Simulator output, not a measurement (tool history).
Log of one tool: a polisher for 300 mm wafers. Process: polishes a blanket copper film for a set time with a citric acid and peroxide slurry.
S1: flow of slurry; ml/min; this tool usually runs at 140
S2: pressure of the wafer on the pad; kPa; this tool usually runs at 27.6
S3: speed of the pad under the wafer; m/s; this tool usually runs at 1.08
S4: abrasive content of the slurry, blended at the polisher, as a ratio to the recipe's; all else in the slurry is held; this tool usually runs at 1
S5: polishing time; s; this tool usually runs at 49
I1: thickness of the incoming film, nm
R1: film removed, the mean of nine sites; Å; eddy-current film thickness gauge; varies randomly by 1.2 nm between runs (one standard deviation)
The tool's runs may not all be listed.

run,day,S1,S2,S3,S4,S5,I1,R1
1,0,140,27.6,1.08,1,49,1247.1,1383
# day 1: worn pad replaced by a new one
2,1.754,140,27.6,1.08,1,58,1265.5,1623
3,2.967,140,27.6,1.08,1,58,1250.5,1618
# day 4.15: head pressure recalibrated
4,5.862,140,27.6,1.08,1,58,1261.3,1695
# day 7.404: slurry blender recalibrated
5,7.712,140,27.6,1.08,1,49,1242.7,1423
# day 12.154: worn pad replaced by a new one
6,13.812,140,27.6,1.08,1,49,1260.6,1398
7,15.796,125,27.6,1.08,1,49,1228.7,1344
8,17.158,125,27.6,1.08,1,49,1233.6,1328
9,18.458,140,27.6,1.08,1,49,1255.4,1357
# day 19.121: slurry blender recalibrated
10,21.408,140,27.6,1.08,1,49,1262.2,1351
11,23.912,140,27.6,1.08,1,49,1247.3,1329
# day 24.079: worn pad replaced by a new one
# day 24.221: slurry nozzle cleaned
12,25.754,140,27.6,1.08,1,49,1254.5,1406
# day 26.4: head pressure recalibrated
13,27.421,140,27.6,1.08,1,49,1253.1,1479
14,29.742,140,27.6,1.08,1,49,1274.8,1477
15,31.433,110,27.6,1.08,1,41,1243.1,1150
# day 33.512: slurry blender recalibrated
16,34.096,125,27.6,1.32,0.75,49,1254.8,1552
# day 35.754: worn pad replaced by a new one
17,36.712,140,27.6,1.08,1.25,49,1260.9,1494
18,38.696,140,27.6,1.08,1,49,1245.7,1397
19,40.221,140,27.6,1.08,1,49,1261.2,1362
20,41.804,170,31.7,0.82,1.15,49,1251,1298
21,44.125,180,27.6,0.72,0.8,32,1258.2,593
22,46.4,140,27.6,1.08,1,49,1250.1,1351
# day 47.288: worn pad replaced by a new one
# day 47.583: slurry blender recalibrated
23,47.612,180,27.6,0.72,0.8,32,1272.5,581
24,48.892,140,27.6,1.26,1,49,1263.9,1537
# day 49.275: head pressure recalibrated
25,53.325,140,27.6,1.08,1,49,1271.6,1395
26,55.033,140,24.1,1.08,1,49,1260.2,1231
# day 55.167: slurry nozzle cleaned
27,56.392,140,27.6,1.08,1,35,1255,1073
# day 59.338: worn pad replaced by a new one
# day 61.1: slurry blender recalibrated
28,63.867,115,36.5,0.94,1,37,1242.2,1181
29,65.042,140,27.6,1.08,1,49,1231.2,1426

4 ways to go on from here, each from the tool as it stands after run 29. What would each give?
A,65.058,140,27.6,1.08,1,49,1242.5,?
B,65.058,140,27.6,0.8,1,49,1242.5,?
C,65.058,140,27.6,1.08,0.7,49,1242.5,?
D,65.058,190,27.6,0.82,1,49,1242.5,?

run,R1
A,1427
B,1064
C,1291
D,1157
The same runs, with their run-to-run variation unchanged, on a tool lacking any hidden condition would have given:
run,R1
A,1524
B,1136
C,1379
D,1224
